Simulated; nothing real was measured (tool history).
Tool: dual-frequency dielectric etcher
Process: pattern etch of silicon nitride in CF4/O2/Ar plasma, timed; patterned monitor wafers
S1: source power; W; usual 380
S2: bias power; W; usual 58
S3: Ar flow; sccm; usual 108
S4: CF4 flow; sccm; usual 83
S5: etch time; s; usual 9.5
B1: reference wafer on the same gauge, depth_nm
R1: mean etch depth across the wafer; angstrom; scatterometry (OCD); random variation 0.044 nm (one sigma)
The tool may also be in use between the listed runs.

run	day	S1	S2	S3	S4	S5	B1	R1
1	0.000	380	58	108	83	9.5	14.68	143.3
2	1.188	380	58	108	83	9.5	14.68	142.6
3	3.512	380	58	108	83	9.5	14.71	142.6
# day 5.004: Ar flow controller replaced
4	5.025	380	58	108	95	9.5	14.69	144.6
5	7.467	380	58	108	95	9.5	14.70	144.4
# day 9.388: upper electrode replaced, of another model than before
6	9.408	380	58	108	83	9.5	14.69	142.7
7	13.467	380	70	108	83	7.5	14.72	117.6
8	16.458	380	58	108	83	9.5	14.71	140.5
9	19.154	380	58	108	83	9.5	14.70	141.3
# day 19.246: gauge calibrated
# day 20.358: wet clean of the chamber
# day 20.767: bias power generator calibrated
10	21.729	380	58	108	83	9.5	14.70	142.9
11	23.842	380	58	108	83	9.5	14.70	141.7
# day 25.992: source power generator calibrated
12	26.012	380	58	108	72	9.5	14.68	140.5
# day 27.942: CF4 flow controller replaced
13	28.571	380	63	108	83	9.5	14.71	145.0
14	30.075	380	58	108	62	9.5	14.71	137.2
15	31.796	340	49	122	83	9.5	14.68	124.9
16	33.583	440	44	100	83	11.5	14.71	176.8
17	35.767	380	58	108	92	10.5	14.70	157.3
18	38.400	320	58	121	83	11.5	14.69	150.9

Run 19 comes next. What will it give?
19	39.829	380	58	108	83	12.0	?	?

{"run 19": {"B1": 14.7, "R1": 177.2}}
Without the tool's hidden state the same run would have given R1 180.7 angstrom.

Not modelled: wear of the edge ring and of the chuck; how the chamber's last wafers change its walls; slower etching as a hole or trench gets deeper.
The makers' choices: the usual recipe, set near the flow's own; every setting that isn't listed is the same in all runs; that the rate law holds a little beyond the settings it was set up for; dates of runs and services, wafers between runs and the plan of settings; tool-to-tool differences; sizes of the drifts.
